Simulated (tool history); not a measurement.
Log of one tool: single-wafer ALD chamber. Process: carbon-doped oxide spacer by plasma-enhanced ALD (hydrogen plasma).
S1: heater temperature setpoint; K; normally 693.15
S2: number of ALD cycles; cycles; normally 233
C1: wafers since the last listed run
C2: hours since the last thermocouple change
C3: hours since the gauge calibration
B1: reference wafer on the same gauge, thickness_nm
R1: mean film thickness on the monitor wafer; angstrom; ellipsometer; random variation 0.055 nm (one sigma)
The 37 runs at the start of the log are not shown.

| run | day | S1 | S2 | C1 | C2 | C3 | B1 | R1 |
|---|---|---|---|---|---|---|---|---|
| 38 | 128.971 | 693.15 | 256 | 92 | 1399.7 | 462.7 | 8.899 | 114.96 |
| 39 | 131.35 | 705.15 | 255 | 98 | 1456.8 | 519.8 | 8.887 | 109.38 |
| 40 | 135.642 | 693.15 | 233 | 177 | 1559.8 | 622.8 | 8.9 | 104.04 |
| 41 | 139.446 | 679.15 | 219 | 157 | 1651.1 | 714.1 | 8.897 | 103.11 |
| 42 | 141.533 | 700.15 | 233 | 86 | 1701.2 | 764.2 | 8.904 | 102.56 |
| 43 | 143.038 | 693.15 | 233 | 62 | 1737.3 | 800.3 | 8.893 | 104.86 |
| 44 | 145.888 | 697.15 | 233 | 117 | 1805.7 | 868.7 | 8.901 | 102.96 |
| 45 | 148.662 | 693.15 | 233 | 114 | 1872.3 | 935.3 | 8.881 | 105.27 |
| 46 | 151.642 | 703.15 | 269 | 123 | 1943.8 | 1006.8 | 8.912 | 116.72 |

Below are 4 alternative next runs, each starting from the tool's condition after run 46. Predict each:
| A | 151.675 | 693.15 | 277 | 1 | 1944.6 | 1007.6 | ? | ? |
| B | 151.675 | 686.15 | 233 | 1 | 1944.6 | 1007.6 | ? | ? |
| C | 151.675 | 699.15 | 246 | 1 | 1944.6 | 1007.6 | ? | ? |
| D | 151.675 | 685.15 | 255 | 1 | 1944.6 | 1007.6 | ? | ? |

| run | B1 | R1 |
|---|---|---|
| A | 8.907 | 124.48 |
| B | 8.907 | 107.37 |
| C | 8.907 | 108.13 |
| D | 8.907 | 117.92 |
Take away the tool's hidden state, keep each run's random variation, and the runs would have read:
| run | R1 |
|---|---|
| A | 124.48 |
| B | 107.37 |
| C | 108.13 |
| D | 117.92 |
